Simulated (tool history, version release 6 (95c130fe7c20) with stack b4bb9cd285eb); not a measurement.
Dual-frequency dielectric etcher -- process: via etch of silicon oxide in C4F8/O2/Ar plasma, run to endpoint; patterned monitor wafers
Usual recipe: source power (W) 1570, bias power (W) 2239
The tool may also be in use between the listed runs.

run   hour  source power (W)  bias power (W)  wafers since the last listed run  hours since the last wet clean  hours since the last source power generator calibration  hours since the last bias power generator calibration  hours since the last upper electrode change  incoming incoming film thickness, nm  endpoint time (s)
  1    0.0              1570            2656                                 0                           315.7                                                   4734.1                                                 3936.7                                       2534.7                                1467.9              306.6
  2   14.7              1570            2586                                38                           330.4                                                   4748.8                                                 3951.4                                       2549.4                                1462.4              309.5
  3   24.1              1570            2586                                24                           339.8                                                   4758.2                                                 3960.8                                       2558.8                                1443.1              303.3
  4   30.1              1570            2560                                15                           345.8                                                   4764.2                                                 3966.8                                       2564.8                                1460.8              307.1
  5   42.9              1570            2560                                33                           358.6                                                   4777.0                                                 3979.6                                       2577.6                                1463.2              308.0
  6   57.5              1570            2239                                37                           373.2                                                   4791.6                                                 3994.2                                       2592.2                                1458.6              323.4
  7   66.6              1570            2239                                23                           382.3                                                   4800.7                                                 4003.3                                       2601.3                                1466.4              322.5
  8   78.5              1570            2239                                30                           394.2                                                   4812.6                                                 4015.2                                       2613.2                                1445.5              319.3
  9   93.6              1760            2239                                39                           409.3                                                   4827.7                                                 4030.3                                       2628.3                                1459.1              302.1
 10  100.8              1760            2239                                18                           416.5                                                   4834.9                                                 4037.5                                       2635.5                                1445.0              302.3
 11  115.5              1760            2239                                38                           431.2                                                   4849.6                                                 4052.2                                       2650.2                                1443.3              300.4
     146.9  -- wet clean of the chamber
 12  147.4              1310            2239                                20                             0.5                                                   4881.5                                                 4084.1                                       2682.1                                1455.9              360.8
 13  147.8              1570            2239                                 1                             0.9                                                   4881.9                                                 4084.5                                       2682.5                                1450.7              326.9
 14  148.3              1890            2769                                 1                             1.4                                                   4882.4                                                 4085.0                                       2683.0                                1469.6              281.1
 15  157.3              1570            2506                                23                            10.4                                                   4891.4                                                 4094.0                                       2692.0                                1457.6              314.4
 16  176.2              1860            2597                                49                            29.3                                                   4910.3                                                 4112.9                                       2710.9                                1457.5              285.9
 17  188.2              1570            2239                                31                            41.3                                                   4922.3                                                 4124.9                                       2722.9                                1462.6              327.8
 18  200.1              1570            2560                                30                            53.2                                                   4934.2                                                 4136.8                                       2734.8                                1451.8              310.4
     212.7  -- source power generator calibrated
 19  213.2              1740            2578                                23                            66.3                                                      0.5                                                 4149.9                                       2747.9                                1458.5              297.3
 20  225.9              1830            1969                                32                            79.0                                                     13.2                                                 4162.6                                       2760.6                                1458.3              315.7
 21  238.4              1810            1835                                32                            91.5                                                     25.7                                                 4175.1                                       2773.1                                1455.1              322.8
 22  247.1              1860            1950                                22                           100.2                                                     34.4                                                 4183.8                                       2781.8                                1461.5              314.8
 23  254.0              1570            1707                                17                           107.1                                                     41.3                                                 4190.7                                       2788.7                                1451.7              354.6
     288.1  -- wet clean of the chamber, repeated, since the last time left the tool worse
     290.2  -- bias power generator calibrated
     304.3  -- upper electrode replaced
 24  304.8              1770            1822                                27                            16.7                                                     92.1                                                   14.6                                          0.5                                1453.9              315.5
 25  305.2              1570            2480                                 1                            17.1                                                     92.5                                                   15.0                                          0.9                                1452.4              304.3
 26  305.6              1570            2239                                 1                            17.5                                                     92.9                                                   15.4                                          1.3                                1457.1              316.4
 27  306.1              1340            2034                                 1                            18.0                                                     93.4                                                   15.9                                          1.8                                1462.2              357.2
 28  315.5              1570            2239                                24                            27.4                                                    102.8                                                   25.3                                         11.2                                1464.8              320.0
 29  330.8              1570            1979                                39                            42.7                                                    118.1                                                   40.6                                         26.5                                1442.8              325.7
 30  347.5              1750            2770                                43                            59.4                                                    134.8                                                   57.3                                         43.2                                1479.8              283.3
 31  356.5              1570            2239                                23                            68.4                                                    143.8                                                   66.3                                         52.2                                1448.2              315.2
 32  372.1              1570            2239                                40                            84.0                                                    159.4                                                   81.9                                         67.8                                1453.7              316.0
 33  417.4              1200            2239                               117                           129.3                                                    204.7                                                  127.2                                        113.1                                1462.9              369.5
 34  427.4              1330            1931                                25                           139.3                                                    214.7                                                  137.2                                        123.1                                1462.5              365.0
 35  442.5              1790            2082                                39                           154.4                                                    229.8                                                  152.3                                        138.2                                1453.4              301.7
 36  450.1              1340            2111                                19                           162.0                                                    237.4                                                  159.9                                        145.8                                1469.7              356.1

Here are 3 independent what-if runs from the current tool condition. What would each one return?
  A  450.6              1740            2239                                 1                           162.5                                                    237.9                                                  160.4                                        146.3                                1469.3                  ?
  B  450.6              1820            2433                                 1                           162.5                                                    237.9                                                  160.4                                        146.3                                1469.3                  ?
  C  450.6              1460            1988                                 1                           162.5                                                    237.9                                                  160.4                                        146.3                                1469.3                  ?

run  endpoint time (s)
  A              306.1
  B              291.7
  C              347.7
With the hidden condition removed and each run's random variation left untouched, the same runs would have given:
run  endpoint time (s)
  A              304.5
  B              290.2
  C              345.9
